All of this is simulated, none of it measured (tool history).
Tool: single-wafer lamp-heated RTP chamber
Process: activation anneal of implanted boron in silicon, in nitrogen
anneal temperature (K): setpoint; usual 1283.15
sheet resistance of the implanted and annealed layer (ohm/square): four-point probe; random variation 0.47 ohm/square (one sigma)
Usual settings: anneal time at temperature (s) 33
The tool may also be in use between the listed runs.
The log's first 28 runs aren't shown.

run	hour	anneal temperature (K)	anneal time at temperature (s)	read-back reference wafer on the same gauge, sheet resistance	sheet resistance of the implanted and annealed layer (ohm/square)
29	373.2	1255.15	41	109.03	143.18
30	379.7	1296.15	16	109.04	131.73
31	389.8	1271.15	39	108.83	134.75
32	401.7	1296.15	39	108.88	121.42
33	418.9	1265.15	13	108.90	150.58
34	436.7	1312.15	25	109.07	118.81
35	442.9	1308.15	45	108.98	113.57
36	451.5	1311.15	33	109.10	116.59
37	458.1	1283.15	33	109.28	129.66

Forecast each of these 4 alternatives for the next run:
A	458.5	1294.15	33	?	?
B	458.5	1270.15	21	?	?
C	458.5	1271.15	47	?	?
D	458.5	1309.15	15	?	?

run	read-back reference wafer on the same gauge, sheet resistance	sheet resistance of the implanted and annealed layer (ohm/square)
A	108.84	124.44
B	108.84	140.81
C	108.84	131.72
D	108.84	125.64
Without the tool's hidden state the same runs would have given:
run	sheet resistance of the implanted and annealed layer (ohm/square)
A	126.04
B	142.59
C	133.41
D	127.05

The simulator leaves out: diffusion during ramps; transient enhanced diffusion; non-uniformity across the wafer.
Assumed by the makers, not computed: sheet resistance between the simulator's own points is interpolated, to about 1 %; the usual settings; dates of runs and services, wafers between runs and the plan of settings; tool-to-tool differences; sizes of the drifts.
